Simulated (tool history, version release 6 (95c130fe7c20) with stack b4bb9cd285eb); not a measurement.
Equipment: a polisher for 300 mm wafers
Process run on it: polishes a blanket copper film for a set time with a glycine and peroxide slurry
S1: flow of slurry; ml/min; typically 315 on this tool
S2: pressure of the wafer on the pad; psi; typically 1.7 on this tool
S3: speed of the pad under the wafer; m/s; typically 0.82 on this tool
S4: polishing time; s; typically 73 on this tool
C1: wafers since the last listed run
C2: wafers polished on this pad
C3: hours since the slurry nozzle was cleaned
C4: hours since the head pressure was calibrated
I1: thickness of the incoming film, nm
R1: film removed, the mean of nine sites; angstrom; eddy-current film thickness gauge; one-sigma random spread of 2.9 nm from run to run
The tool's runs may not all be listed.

| run | hour | S1 | S2 | S3 | S4 | C1 | C2 | C3 | C4 | I1 | R1 |
|---|---|---|---|---|---|---|---|---|---|---|---|
| 1 | 0 | 370 | 1.7 | 0.94 | 73 | 0 | 378 | 51.2 | 507.9 | 1134 | 2186 |
| 2 | 27.6 | 370 | 1.7 | 0.94 | 73 | 211 | 590 | 78.8 | 535.5 | 1124.3 | 2163 |
| 3 | 53.3 | 370 | 1.7 | 0.94 | 73 | 197 | 787 | 104.5 | 561.2 | 1133.5 | 2094 |
| 4 | 81.4 | 235 | 1.7 | 0.82 | 73 | 215 | 1003 | 132.6 | 589.3 | 1118.7 | 1938 |
| 5 | 134.4 | 235 | 1.7 | 0.82 | 73 | 406 | 1409 | 185.6 | 642.3 | 1122 | 1894 |
|  | 137.4 | head pressure recalibrated |
| 6 | 170.6 | 315 | 1.7 | 0.82 | 62 | 262 | 1672 | 221.8 | 33.2 | 1123.8 | 1645 |
|  | 182.6 | slurry nozzle cleaned |
|  | 209.1 | worn pad replaced by a new one |
| 7 | 221.9 | 315 | 1.7 | 0.82 | 62 | 355 | 98 | 39.3 | 84.5 | 1109.3 | 1655 |
| 8 | 247.5 | 315 | 1.7 | 0.6 | 73 | 196 | 294 | 64.9 | 110.1 | 1125.3 | 1570 |
| 9 | 298.8 | 315 | 1.9 | 0.82 | 73 | 393 | 688 | 116.2 | 161.4 | 1112.4 | 2136 |
| 10 | 329.9 | 315 | 1.9 | 0.82 | 73 | 238 | 927 | 147.3 | 192.5 | 1126.4 | 2081 |
| 11 | 384.6 | 315 | 1.9 | 0.82 | 73 | 419 | 1346 | 202 | 247.2 | 1122.4 | 2074 |
|  | 451.5 | slurry nozzle cleaned |
| 12 | 452 | 230 | 1.7 | 0.82 | 73 | 509 | 1856 | 0.5 | 314.6 | 1141.4 | 1975 |
|  | 484.9 | worn pad replaced by a new one |
| 13 | 491.6 | 315 | 1.7 | 0.82 | 60 | 273 | 51 | 40.1 | 354.2 | 1127.3 | 1543 |
| 14 | 666.9 | 405 | 1.7 | 0.98 | 98 | 1345 | 1396 | 215.4 | 529.5 | 1133.9 | 3038 |
|  | 696.1 | slurry nozzle cleaned |
| 15 | 728.6 | 420 | 2.3 | 0.56 | 92 | 465 | 1862 | 32.5 | 591.2 | 1128.4 | 2325 |
|  | 757 | worn pad replaced by a new one |
| 16 | 757.5 | 315 | 1.7 | 0.82 | 73 | 191 | 4 | 61.4 | 620.1 | 1127.9 | 1936 |
|  | 789.2 | head pressure recalibrated |
| 17 | 805.1 | 315 | 1.7 | 0.82 | 95 | 349 | 354 | 109 | 15.9 | 1108.2 | 2537 |
| 18 | 856.9 | 315 | 1.7 | 0.82 | 73 | 397 | 751 | 160.8 | 67.7 | 1128.8 | 1969 |
| 19 | 888.6 | 265 | 2 | 0.92 | 83 | 243 | 994 | 192.5 | 99.4 | 1118.8 | 2694 |
|  | 924.6 | slurry nozzle cleaned |
| 20 | 934.3 | 385 | 1.4 | 0.82 | 84 | 342 | 1337 | 9.7 | 145.1 | 1114.9 | 2050 |
| 21 | 972.3 | 225 | 1.7 | 0.82 | 86 | 291 | 1629 | 47.7 | 183.1 | 1110.7 | 2264 |
|  | 1009.9 | worn pad replaced by a new one |
|  | 1148.8 | slurry nozzle cleaned |
| 22 | 1163.2 | 315 | 2.1 | 0.96 | 54 | 1426 | 1168 | 14.4 | 374 | 1113 | 1840 |
| 23 | 1207.9 | 315 | 1.7 | 0.82 | 73 | 342 | 1511 | 59.1 | 418.7 | 1141.9 | 1945 |
|  | 1280.3 | worn pad replaced by a new one |
| 24 | 1280.8 | 315 | 1.7 | 0.82 | 73 | 528 | 3 | 132 | 491.6 | 1133.4 | 1915 |

Predict each of these 5 candidate next runs independently; none follows another, all start after run 24:
| A | 1281.2 | 315 | 1.7 | 0.94 | 73 | 3 | 6 | 132.4 | 492 | 1099.6 | ? |
| B | 1281.2 | 315 | 2.1 | 0.82 | 73 | 3 | 6 | 132.4 | 492 | 1099.6 | ? |
| C | 1281.2 | 315 | 2 | 0.6 | 73 | 3 | 6 | 132.4 | 492 | 1099.6 | ? |
| D | 1281.2 | 255 | 2.1 | 0.82 | 61 | 3 | 6 | 132.4 | 492 | 1099.6 | ? |
| E | 1281.2 | 265 | 2.1 | 0.66 | 97 | 3 | 6 | 132.4 | 492 | 1099.6 | ? |

| run | R1 |
|---|---|
| A | 2130 |
| B | 2214 |
| C | 1723 |
| D | 1830 |
| E | 2495 |
Take away the tool's hidden state, keep each run's random variation, and the runs would have read:
| run | R1 |
|---|---|
| A | 2130 |
| B | 2214 |
| C | 1723 |
| D | 1830 |
| E | 2495 |
